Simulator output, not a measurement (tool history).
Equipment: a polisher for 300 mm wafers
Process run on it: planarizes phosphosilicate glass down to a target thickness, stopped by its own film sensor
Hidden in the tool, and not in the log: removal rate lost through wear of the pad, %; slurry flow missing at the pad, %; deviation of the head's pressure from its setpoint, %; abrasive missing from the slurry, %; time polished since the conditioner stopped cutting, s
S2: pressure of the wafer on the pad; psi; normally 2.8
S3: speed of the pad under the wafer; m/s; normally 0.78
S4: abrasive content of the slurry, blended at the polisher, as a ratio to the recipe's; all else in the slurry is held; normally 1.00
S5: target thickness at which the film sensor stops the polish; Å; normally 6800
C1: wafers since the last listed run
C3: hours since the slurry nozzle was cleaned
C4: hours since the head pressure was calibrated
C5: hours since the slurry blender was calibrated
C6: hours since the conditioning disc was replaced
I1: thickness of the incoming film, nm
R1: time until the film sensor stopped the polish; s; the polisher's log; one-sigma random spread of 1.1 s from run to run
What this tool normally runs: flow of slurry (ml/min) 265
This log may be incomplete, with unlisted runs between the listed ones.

{"run": 1, "hour": 0.0, "flow of slurry (ml/min)": 215, "S2": 2.8, "S3": 0.78, "S4": 1.2, "S5": 6800, "C1": 0, "wafers polished on this pad": 564, "C3": 73.2, "C4": 1135.8, "C5": 407.7, "C6": 176.1, "I1": 1105.6, "R1": 61.4}
{"run": 2, "hour": 68.9, "flow of slurry (ml/min)": 265, "S2": 2.8, "S3": 0.78, "S4": 1.0, "S5": 6800, "C1": 526, "wafers polished on this pad": 1091, "C3": 142.1, "C4": 1204.7, "C5": 476.6, "C6": 245.0, "I1": 1096.5, "R1": 61.8}
{"hour": 98.7, "done": "slurry blender recalibrated"}
{"run": 3, "hour": 171.3, "flow of slurry (ml/min)": 265, "S2": 2.8, "S3": 0.78, "S4": 1.0, "S5": 6800, "C1": 767, "wafers polished on this pad": 1858, "C3": 244.5, "C4": 1307.1, "C5": 72.6, "C6": 347.4, "I1": 1097.5, "R1": 61.2}
{"run": 4, "hour": 260.5, "flow of slurry (ml/min)": 265, "S2": 2.8, "S3": 0.78, "S4": 1.0, "S5": 6800, "C1": 681, "wafers polished on this pad": 2540, "C3": 333.7, "C4": 1396.3, "C5": 161.8, "C6": 436.6, "I1": 1101.4, "R1": 61.8}
{"hour": 282.3, "done": "head pressure recalibrated"}
{"run": 5, "hour": 340.2, "flow of slurry (ml/min)": 265, "S2": 2.8, "S3": 0.78, "S4": 1.0, "S5": 6800, "C1": 593, "wafers polished on this pad": 3134, "C3": 413.4, "C4": 57.9, "C5": 241.5, "C6": 516.3, "I1": 1106.9, "R1": 62.8}
{"hour": 377.9, "done": "conditioning disc replaced and pad reconditioned"}
{"hour": 390.6, "done": "slurry nozzle cleaned"}
{"hour": 439.9, "done": "worn pad replaced by a new one"}
{"run": 6, "hour": 448.0, "flow of slurry (ml/min)": 305, "S2": 2.8, "S3": 0.78, "S4": 1.0, "S5": 6800, "C1": 770, "wafers polished on this pad": 61, "C3": 57.4, "C4": 165.7, "C5": 349.3, "C6": 70.1, "I1": 1123.9, "R1": 64.2}
{"run": 7, "hour": 542.3, "flow of slurry (ml/min)": 200, "S2": 2.2, "S3": 0.78, "S4": 1.0, "S5": 6800, "C1": 720, "wafers polished on this pad": 782, "C3": 151.7, "C4": 260.0, "C5": 443.6, "C6": 164.4, "I1": 1088.8, "R1": 70.4}
{"hour": 566.7, "done": "slurry blender recalibrated"}
{"run": 8, "hour": 629.1, "flow of slurry (ml/min)": 320, "S2": 2.5, "S3": 0.58, "S4": 1.0, "S5": 6800, "C1": 648, "wafers polished on this pad": 1430, "C3": 238.5, "C4": 346.8, "C5": 62.4, "C6": 251.2, "I1": 1090.1, "R1": 81.0}
{"run": 9, "hour": 682.2, "flow of slurry (ml/min)": 265, "S2": 2.8, "S3": 0.78, "S4": 1.0, "S5": 5410, "C1": 405, "wafers polished on this pad": 1836, "C3": 291.6, "C4": 399.9, "C5": 115.5, "C6": 304.3, "I1": 1094.7, "R1": 81.1}
{"run": 10, "hour": 728.3, "flow of slurry (ml/min)": 265, "S2": 2.8, "S3": 0.78, "S4": 0.85, "S5": 7410, "C1": 352, "wafers polished on this pad": 2188, "C3": 337.7, "C4": 446.0, "C5": 161.6, "C6": 350.4, "I1": 1108.6, "R1": 58.1}
{"run": 11, "hour": 807.8, "flow of slurry (ml/min)": 265, "S2": 2.8, "S3": 0.78, "S4": 1.0, "S5": 6800, "C1": 607, "wafers polished on this pad": 2796, "C3": 417.2, "C4": 525.5, "C5": 241.1, "C6": 429.9, "I1": 1091.1, "R1": 61.3}
{"hour": 874.8, "done": "slurry nozzle cleaned"}
{"hour": 883.5, "done": "conditioning disc replaced and pad reconditioned"}
{"run": 12, "hour": 900.8, "flow of slurry (ml/min)": 345, "S2": 2.0, "S3": 0.78, "S4": 1.25, "S5": 6800, "C1": 687, "wafers polished on this pad": 3484, "C3": 26.0, "C4": 618.5, "C5": 334.1, "C6": 17.3, "I1": 1102.2, "R1": 70.2}
{"hour": 970.3, "done": "worn pad replaced by a new one"}
{"run": 13, "hour": 983.1, "flow of slurry (ml/min)": 265, "S2": 2.8, "S3": 0.78, "S4": 1.0, "S5": 6800, "C1": 598, "wafers polished on this pad": 97, "C3": 108.3, "C4": 700.8, "C5": 416.4, "C6": 99.6, "I1": 1078.9, "R1": 59.6}
{"run": 14, "hour": 1049.7, "flow of slurry (ml/min)": 265, "S2": 1.8, "S3": 0.78, "S4": 1.0, "S5": 6800, "C1": 509, "wafers polished on this pad": 606, "C3": 174.9, "C4": 767.4, "C5": 483.0, "C6": 166.2, "I1": 1091.2, "R1": 77.2}
{"hour": 1071.8, "done": "slurry blender recalibrated"}
{"run": 15, "hour": 1139.0, "flow of slurry (ml/min)": 265, "S2": 2.8, "S3": 0.78, "S4": 1.0, "S5": 6800, "C1": 667, "wafers polished on this pad": 1273, "C3": 264.2, "C4": 856.7, "C5": 67.2, "C6": 255.5, "I1": 1099.1, "R1": 60.6}
{"run": 16, "hour": 1235.3, "flow of slurry (ml/min)": 265, "S2": 2.0, "S3": 0.78, "S4": 1.0, "S5": 6800, "C1": 736, "wafers polished on this pad": 2010, "C3": 360.5, "C4": 953.0, "C5": 163.5, "C6": 351.8, "I1": 1086.2, "R1": 71.4}
{"run": 17, "hour": 1319.6, "flow of slurry (ml/min)": 265, "S2": 2.8, "S3": 0.78, "S4": 1.0, "S5": 6800, "C1": 644, "wafers polished on this pad": 2654, "C3": 444.8, "C4": 1037.3, "C5": 247.8, "C6": 436.1, "I1": 1097.6, "R1": 62.8}
{"hour": 1373.3, "done": "conditioning disc replaced and pad reconditioned"}
{"run": 18, "hour": 1385.5, "flow of slurry (ml/min)": 265, "S2": 3.2, "S3": 0.78, "S4": 1.0, "S5": 6410, "C1": 488, "wafers polished on this pad": 3142, "C3": 510.7, "C4": 1103.2, "C5": 313.7, "C6": 12.2, "I1": 1107.3, "R1": 62.2}
{"hour": 1412.9, "done": "slurry nozzle cleaned"}
{"hour": 1427.3, "done": "worn pad replaced by a new one"}
{"run": 19, "hour": 1448.2, "flow of slurry (ml/min)": 265, "S2": 2.4, "S3": 0.78, "S4": 1.0, "S5": 6800, "C1": 441, "wafers polished on this pad": 160, "C3": 35.3, "C4": 1165.9, "C5": 376.4, "C6": 74.9, "I1": 1113.8, "R1": 69.4}
{"run": 20, "hour": 1537.5, "flow of slurry (ml/min)": 195, "S2": 2.1, "S3": 0.78, "S4": 1.0, "S5": 6800, "C1": 682, "wafers polished on this pad": 842, "C3": 124.6, "C4": 1255.2, "C5": 465.7, "C6": 164.2, "I1": 1081.6, "R1": 71.4}
{"hour": 1560.1, "done": "slurry blender recalibrated"}
{"run": 21, "hour": 1583.5, "flow of slurry (ml/min)": 265, "S2": 2.8, "S3": 0.78, "S4": 1.2, "S5": 6800, "C1": 336, "wafers polished on this pad": 1178, "C3": 170.6, "C4": 1301.2, "C5": 23.4, "C6": 210.2, "I1": 1119.5, "R1": 60.0}
{"run": 22, "hour": 1666.8, "flow of slurry (ml/min)": 265, "S2": 2.5, "S3": 0.88, "S4": 0.9, "S5": 6800, "C1": 636, "wafers polished on this pad": 1815, "C3": 253.9, "C4": 1384.5, "C5": 106.7, "C6": 293.5, "I1": 1116.8, "R1": 63.8}
{"run": 23, "hour": 1728.8, "flow of slurry (ml/min)": 265, "S2": 2.8, "S3": 0.78, "S4": 0.75, "S5": 5830, "C1": 473, "wafers polished on this pad": 2289, "C3": 315.9, "C4": 1446.5, "C5": 168.7, "C6": 355.5, "I1": 1096.1, "R1": 84.9}
{"hour": 1757.7, "done": "head pressure recalibrated"}
{"run": 24, "hour": 1820.2, "flow of slurry (ml/min)": 265, "S2": 2.1, "S3": 1.0, "S4": 1.2, "S5": 6800, "C1": 683, "wafers polished on this pad": 2972, "C3": 407.3, "C4": 62.5, "C5": 260.1, "C6": 446.9, "I1": 1108.3, "R1": 57.9}

Consider 5 possible next runs. They are alternatives, not a sequence: every one starts from the tool as it was left by run 24. What does each give?
{"run": "A", "hour": 1820.6, "flow of slurry (ml/min)": 265, "S2": 2.8, "S3": 0.78, "S4": 1.0, "S5": 6800, "C1": 3, "wafers polished on this pad": 2975, "C3": 407.7, "C4": 62.9, "C5": 260.5, "C6": 447.3, "I1": 1088.8, "R1": "?"}
{"run": "B", "hour": 1820.6, "flow of slurry (ml/min)": 265, "S2": 2.8, "S3": 0.66, "S4": 1.0, "S5": 7600, "C1": 3, "wafers polished on this pad": 2975, "C3": 407.7, "C4": 62.9, "C5": 260.5, "C6": 447.3, "I1": 1088.8, "R1": "?"}
{"run": "C", "hour": 1820.6, "flow of slurry (ml/min)": 265, "S2": 1.9, "S3": 0.78, "S4": 1.0, "S5": 6800, "C1": 3, "wafers polished on this pad": 2975, "C3": 407.7, "C4": 62.9, "C5": 260.5, "C6": 447.3, "I1": 1088.8, "R1": "?"}
{"run": "D", "hour": 1820.6, "flow of slurry (ml/min)": 350, "S2": 2.4, "S3": 0.78, "S4": 1.25, "S5": 6390, "C1": 3, "wafers polished on this pad": 2975, "C3": 407.7, "C4": 62.9, "C5": 260.5, "C6": 447.3, "I1": 1088.8, "R1": "?"}
{"run": "E", "hour": 1820.6, "flow of slurry (ml/min)": 180, "S2": 3.5, "S3": 0.78, "S4": 1.2, "S5": 5410, "C1": 3, "wafers polished on this pad": 2975, "C3": 407.7, "C4": 62.9, "C5": 260.5, "C6": 447.3, "I1": 1088.8, "R1": "?"}

run=A R1=59.9
run=B R1=55.0
run=C R1=74.2
run=D R1=65.7
run=E R1=67.9
With the hidden condition removed and each run's random variation left untouched, the same runs would have given:
run=A R1=59.9
run=B R1=55.0
run=C R1=74.2
run=D R1=65.7
run=E R1=67.9

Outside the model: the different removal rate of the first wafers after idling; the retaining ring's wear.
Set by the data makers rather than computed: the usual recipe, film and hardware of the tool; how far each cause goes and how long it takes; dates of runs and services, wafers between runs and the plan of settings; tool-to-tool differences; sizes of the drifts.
